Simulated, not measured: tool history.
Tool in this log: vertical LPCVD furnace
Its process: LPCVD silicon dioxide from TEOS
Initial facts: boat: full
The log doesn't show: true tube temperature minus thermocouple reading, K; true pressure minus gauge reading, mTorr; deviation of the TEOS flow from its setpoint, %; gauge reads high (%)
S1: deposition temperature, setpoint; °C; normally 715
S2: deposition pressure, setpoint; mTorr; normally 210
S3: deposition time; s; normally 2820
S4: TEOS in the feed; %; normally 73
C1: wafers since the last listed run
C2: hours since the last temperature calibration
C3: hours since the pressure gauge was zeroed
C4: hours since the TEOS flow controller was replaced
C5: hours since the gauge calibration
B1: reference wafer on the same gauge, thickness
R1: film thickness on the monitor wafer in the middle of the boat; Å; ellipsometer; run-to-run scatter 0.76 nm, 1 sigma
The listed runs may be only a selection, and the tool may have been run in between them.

run,hour,S1,S2,S3,S4,C1,C2,C3,C4,C5,B1,R1
1,0,715,180,2820,73,0,2332.4,1351.2,4826.6,138.7,372.06,4488.7
2,8.2,715,210,2820,73,84,2340.6,1359.4,4834.8,146.9,372.29,4860.7
# hour 12.7: gauge calibrated
3,21.5,715,210,2820,73,136,2353.9,1372.7,4848.1,8.8,372.17,4859.7
4,36.7,715,210,2820,73,155,2369.1,1387.9,4863.3,24,371.97,4845.9
5,52.3,715,185,2820,73,160,2384.7,1403.5,4878.9,39.6,371.9,4569
# hour 112.1: thermocouples replaced and temperature profile calibrated
# hour 132.4: TEOS flow controller replaced
6,132.9,715,185,2820,73,373,20.8,1484.1,0.5,120.2,371.94,4220.2
7,137.8,715,210,2820,73,50,25.7,1489,5.4,125.1,372.24,4502.2
8,142.7,715,195,2100,67,50,30.6,1493.9,10.3,130,372.04,3086.2
9,147.6,707,210,2820,73,50,35.5,1498.8,15.2,134.9,372.03,3747.7
# hour 171.9: gauge calibrated
# hour 180.9: pressure gauge zeroed
10,181.4,715,210,2820,73,100,69.3,0.5,49,9.5,372.1,4493.4
11,186.3,715,210,3240,69,50,74.2,5.4,53.9,14.4,371.89,5022.1
12,191.2,715,210,2820,73,50,79.1,10.3,58.8,19.3,371.76,4517.9
13,199.7,709,210,2820,67,87,87.6,18.8,67.3,27.8,371.82,3766.4
14,213.9,715,260,3720,73,145,101.8,33,81.5,42,372,6615.9
15,233,715,210,2820,77,195,120.9,52.1,100.6,61.1,371.99,4638.9

4 ways to go on from here, each from the tool as it stands after run 15. What would each give?
A,238,715,210,2820,73,51,125.9,57.1,105.6,66.1,?,?
B,238,726,210,2820,60,51,125.9,57.1,105.6,66.1,?,?
C,238,715,210,2190,63,51,125.9,57.1,105.6,66.1,?,?
D,238,715,245,2820,79,51,125.9,57.1,105.6,66.1,?,?

run,B1,R1
A,371.95,4515
B,371.95,5229
C,371.95,3257.3
D,371.95,5073.2
Without the tool's unlogged condition, the same runs would have read:
run,R1
A,4431.2
B,5134
C,3196.9
D,4979
